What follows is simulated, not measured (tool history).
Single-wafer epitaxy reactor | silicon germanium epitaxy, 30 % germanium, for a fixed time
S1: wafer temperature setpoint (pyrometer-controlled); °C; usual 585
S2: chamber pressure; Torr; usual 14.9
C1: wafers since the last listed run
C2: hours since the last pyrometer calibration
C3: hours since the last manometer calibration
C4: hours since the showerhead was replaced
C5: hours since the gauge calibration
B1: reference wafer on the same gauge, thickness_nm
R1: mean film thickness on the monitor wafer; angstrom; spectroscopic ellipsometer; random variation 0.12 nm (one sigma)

| run | hour | S1 | S2 | C1 | C2 | C3 | C4 | C5 | B1 | R1 |
|---|---|---|---|---|---|---|---|---|---|---|
| 1 | 0.0 | 579 | 14.9 | 0 | 578.6 | 1834.7 | 3077.1 | 807.5 | 38.474 | 351.83 |
| 2 | 50.3 | 579 | 14.9 | 600 | 628.9 | 1885.0 | 3127.4 | 857.8 | 38.469 | 353.48 |
| 3 | 86.9 | 589 | 14.9 | 437 | 665.5 | 1921.6 | 3164.0 | 894.4 | 38.518 | 425.34 |
| 4 | 122.2 | 578 | 14.9 | 421 | 700.8 | 1956.9 | 3199.3 | 929.7 | 38.491 | 345.12 |
| 5 | 181.6 | 578 | 14.9 | 709 | 760.2 | 2016.3 | 3258.7 | 989.1 | 38.494 | 347.91 |
| 6 | 217.7 | 585 | 14.9 | 431 | 796.3 | 2052.4 | 3294.8 | 1025.2 | 38.507 | 395.14 |
| 7 | 263.3 | 585 | 14.9 | 544 | 841.9 | 2098.0 | 3340.4 | 1070.8 | 38.453 | 394.69 |
| 8 | 306.1 | 585 | 14.9 | 511 | 884.7 | 2140.8 | 3383.2 | 1113.6 | 38.498 | 395.09 |
| 9 | 364.0 | 576 | 14.9 | 691 | 942.6 | 2198.7 | 3441.1 | 1171.5 | 38.501 | 336.79 |
| 10 | 394.3 | 576 | 14.9 | 361 | 972.9 | 2229.0 | 3471.4 | 1201.8 | 38.473 | 337.34 |
| 11 | 424.3 | 576 | 14.9 | 358 | 1002.9 | 2259.0 | 3501.4 | 1231.8 | 38.504 | 337.86 |
| 12 | 474.4 | 585 | 12.6 | 598 | 1053.0 | 2309.1 | 3551.5 | 1281.9 | 38.489 | 372.80 |
| 13 | 499.3 | 585 | 12.6 | 297 | 1077.9 | 2334.0 | 3576.4 | 1306.8 | 38.514 | 373.54 |
| 14 | 563.2 | 585 | 12.6 | 763 | 1141.8 | 2397.9 | 3640.3 | 1370.7 | 38.512 | 375.32 |
| 15 | 625.2 | 590 | 14.9 | 740 | 1203.8 | 2459.9 | 3702.3 | 1432.7 | 38.479 | 437.34 |
|  | 659.3 | gauge calibrated |
| 16 | 672.1 | 590 | 14.9 | 560 | 1250.7 | 2506.8 | 3749.2 | 12.8 | 38.488 | 436.39 |
| 17 | 701.2 | 585 | 14.9 | 347 | 1279.8 | 2535.9 | 3778.3 | 41.9 | 38.478 | 401.37 |
| 18 | 772.4 | 572 | 11.8 | 850 | 1351.0 | 2607.1 | 3849.5 | 113.1 | 38.534 | 289.79 |
|  | 838.1 | showerhead replaced |
| 19 | 844.0 | 576 | 17.2 | 759 | 1422.6 | 2678.7 | 5.9 | 184.7 | 38.519 | 359.24 |
| 20 | 891.6 | 572 | 11.3 | 568 | 1470.2 | 2726.3 | 53.5 | 232.3 | 38.515 | 285.27 |
| 21 | 955.8 | 578 | 14.9 | 766 | 1534.4 | 2790.5 | 117.7 | 296.5 | 38.519 | 354.89 |
| 22 | 990.9 | 593 | 11.3 | 419 | 1569.5 | 2825.6 | 152.8 | 331.6 | 38.523 | 419.26 |
|  | 1048.7 | pyrometer calibrated |
| 23 | 1049.2 | 585 | 14.9 | 600 | 0.5 | 2883.9 | 211.1 | 389.9 | 38.512 | 387.80 |
| 24 | 1083.1 | 595 | 13.9 | 404 | 34.4 | 2917.8 | 245.0 | 423.8 | 38.508 | 454.62 |
| 25 | 1137.5 | 580 | 17.6 | 649 | 88.8 | 2972.2 | 299.4 | 478.2 | 38.489 | 380.72 |
|  | 1188.2 | capacitance manometer re-zeroed and calibrated |
| 26 | 1200.6 | 599 | 18.1 | 658 | 151.9 | 12.4 | 362.5 | 541.3 | 38.496 | 532.59 |
| 27 | 1268.9 | 585 | 14.9 | 815 | 220.2 | 80.7 | 430.8 | 609.6 | 38.485 | 385.00 |
| 28 | 1294.4 | 599 | 14.9 | 304 | 245.7 | 106.2 | 456.3 | 635.1 | 38.512 | 498.94 |
| 29 | 1348.9 | 585 | 14.9 | 651 | 300.2 | 160.7 | 510.8 | 689.6 | 38.518 | 386.02 |
| 30 | 1406.7 | 585 | 14.9 | 690 | 358.0 | 218.5 | 568.6 | 747.4 | 38.504 | 387.54 |
| 31 | 1538.4 | 591 | 12.5 | 1573 | 489.7 | 350.2 | 700.3 | 879.1 | 38.529 | 407.44 |
| 32 | 1600.8 | 571 | 14.9 | 745 | 552.1 | 412.6 | 762.7 | 941.5 | 38.515 | 301.50 |

5 ways to go on from here, each from the tool as it stands after run 32. What would each give?
| A | 1601.2 | 585 | 14.9 | 4 | 552.5 | 413.0 | 763.1 | 941.9 | ? | ? |
| B | 1601.2 | 585 | 12.2 | 4 | 552.5 | 413.0 | 763.1 | 941.9 | ? | ? |
| C | 1601.2 | 592 | 13.8 | 4 | 552.5 | 413.0 | 763.1 | 941.9 | ? | ? |
| D | 1601.2 | 593 | 16.4 | 4 | 552.5 | 413.0 | 763.1 | 941.9 | ? | ? |
| E | 1601.2 | 592 | 14.9 | 4 | 552.5 | 413.0 | 763.1 | 941.9 | ? | ? |

| run | B1 | R1 |
|---|---|---|
| A | 38.473 | 388.02 |
| B | 38.473 | 360.41 |
| C | 38.473 | 428.00 |
| D | 38.473 | 464.65 |
| E | 38.473 | 440.35 |
Without the tool's hidden state the same runs would have given:
| run | R1 |
|---|---|
| A | 377.11 |
| B | 350.28 |
| C | 416.10 |
| D | 451.75 |
| E | 428.11 |
